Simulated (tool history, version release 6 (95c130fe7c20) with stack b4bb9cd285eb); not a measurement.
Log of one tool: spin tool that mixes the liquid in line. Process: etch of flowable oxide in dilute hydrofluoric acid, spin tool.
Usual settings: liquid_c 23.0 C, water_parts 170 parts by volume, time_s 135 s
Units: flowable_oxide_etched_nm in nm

run,hour,liquid_c,water_parts,time_s,"read-back film thickness of the flowable oxide reference wafer, read on the same gauge (nm)",flowable_oxide_etched_nm
1,0.0,23.0,170,135,150.00,30.86
2,29.3,23.0,190,135,149.98,27.08
3,61.2,23.0,190,135,150.01,27.36
4,84.1,23.0,190,135,150.02,27.17
5,113.2,23.0,170,135,150.01,31.29
6,140.9,23.0,170,110,149.98,25.50
7,190.6,23.0,170,110,150.01,25.35
8,209.8,23.0,225,135,149.98,22.30
9,236.2,23.0,170,135,150.00,30.99
10,255.6,23.0,170,135,150.00,30.94
# hour 263.1: hydrofluoric acid flow meter replaced
11,269.0,23.0,170,135,150.01,29.66
12,351.7,23.0,170,135,150.00,29.64
13,374.5,23.0,125,135,150.01,42.29
14,399.3,23.0,125,135,150.00,42.40
15,425.0,23.0,125,135,150.01,42.47
16,455.6,23.0,170,135,150.00,29.79
# hour 472.2: thermometer replaced
17,473.0,23.0,170,135,150.00,32.47
18,497.5,21.5,205,170,150.01,31.01
19,512.4,19.0,95,75,150.00,29.85
20,525.0,23.0,105,85,149.99,35.86
21,539.3,23.0,100,195,149.99,87.10
# hour 543.3: gauge calibrated
22,555.6,24.5,250,165,149.99,26.27
23,574.5,23.0,170,110,149.99,26.66
24,595.0,18.0,145,100,150.00,23.91
25,607.9,21.0,220,135,149.98,22.04
26,636.4,20.0,105,190,150.00,71.05
27,661.6,21.5,90,165,150.01,77.36
28,690.8,23.0,170,135,150.00,32.69
29,720.7,21.0,170,135,149.99,30.18
30,747.6,23.0,170,60,150.00,14.61
31,812.1,20.5,250,160,149.99,22.25
32,827.2,23.0,190,135,150.01,28.84
33,852.8,25.0,170,135,149.99,35.65
34,869.1,24.5,170,85,150.00,22.05

4 ways to go on from here, each from the tool as it stands after run 34. What would each give?
A,869.6,26.0,170,135,?,?
B,869.6,24.5,225,160,?,?
C,869.6,18.5,130,135,?,?
D,869.6,23.0,135,135,?,?

run,"read-back film thickness of the flowable oxide reference wafer, read on the same gauge (nm)",flowable_oxide_etched_nm
A,150.00,37.04
B,150.00,29.60
C,150.00,37.61
D,150.00,43.20
Without the tool's hidden state the same runs would have given:
run,flowable_oxide_etched_nm
A,36.02
B,28.73
C,36.77
D,42.15

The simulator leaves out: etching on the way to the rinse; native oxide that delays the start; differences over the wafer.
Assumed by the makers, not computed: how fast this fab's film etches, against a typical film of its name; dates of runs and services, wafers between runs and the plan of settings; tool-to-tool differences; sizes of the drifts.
